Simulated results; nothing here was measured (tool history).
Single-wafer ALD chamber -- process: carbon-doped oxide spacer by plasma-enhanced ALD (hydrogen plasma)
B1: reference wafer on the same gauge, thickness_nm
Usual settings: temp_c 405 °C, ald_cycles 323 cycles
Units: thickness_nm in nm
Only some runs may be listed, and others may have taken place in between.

{"run": 1, "hour": 0.0, "temp_c": 405, "ald_cycles": 323, "B1": 13.198, "thickness_nm": 15.789}
{"run": 2, "hour": 10.9, "temp_c": 405, "ald_cycles": 323, "B1": 13.192, "thickness_nm": 15.763}
{"run": 3, "hour": 18.1, "temp_c": 405, "ald_cycles": 323, "B1": 13.204, "thickness_nm": 15.692}
{"run": 4, "hour": 30.8, "temp_c": 405, "ald_cycles": 323, "B1": 13.204, "thickness_nm": 15.771}
{"run": 5, "hour": 44.4, "temp_c": 405, "ald_cycles": 323, "B1": 13.192, "thickness_nm": 15.734}
{"run": 6, "hour": 59.7, "temp_c": 405, "ald_cycles": 323, "B1": 13.202, "thickness_nm": 15.773}
{"run": 7, "hour": 76.7, "temp_c": 405, "ald_cycles": 354, "B1": 13.201, "thickness_nm": 17.225}
{"run": 8, "hour": 88.4, "temp_c": 405, "ald_cycles": 354, "B1": 13.204, "thickness_nm": 17.283}
{"run": 9, "hour": 115.8, "temp_c": 405, "ald_cycles": 323, "B1": 13.205, "thickness_nm": 15.716}
{"run": 10, "hour": 124.3, "temp_c": 405, "ald_cycles": 323, "B1": 13.209, "thickness_nm": 15.777}
{"hour": 144.4, "done": "thermocouple changed; heater temperature recalibrated"}
{"run": 11, "hour": 144.9, "temp_c": 405, "ald_cycles": 323, "B1": 13.196, "thickness_nm": 15.671}
{"run": 12, "hour": 145.7, "temp_c": 405, "ald_cycles": 323, "B1": 13.206, "thickness_nm": 15.666}
{"run": 13, "hour": 159.0, "temp_c": 405, "ald_cycles": 323, "B1": 13.196, "thickness_nm": 15.735}
{"run": 14, "hour": 172.0, "temp_c": 405, "ald_cycles": 323, "B1": 13.196, "thickness_nm": 15.7}
{"hour": 176.4, "done": "gauge calibrated"}
{"run": 15, "hour": 179.6, "temp_c": 405, "ald_cycles": 323, "B1": 13.204, "thickness_nm": 15.771}
{"run": 16, "hour": 188.0, "temp_c": 405, "ald_cycles": 370, "B1": 13.197, "thickness_nm": 17.996}

Run 17 has not been measured yet. What should we expect?
{"run": 17, "hour": 204.3, "temp_c": 415, "ald_cycles": 349, "B1": "?", "thickness_nm": "?"}

B1: 13.204
thickness_nm: 16.476 nm
With the hidden condition absent and the run-to-run variation left alone, this run would have shown thickness_nm 16.476 nm.

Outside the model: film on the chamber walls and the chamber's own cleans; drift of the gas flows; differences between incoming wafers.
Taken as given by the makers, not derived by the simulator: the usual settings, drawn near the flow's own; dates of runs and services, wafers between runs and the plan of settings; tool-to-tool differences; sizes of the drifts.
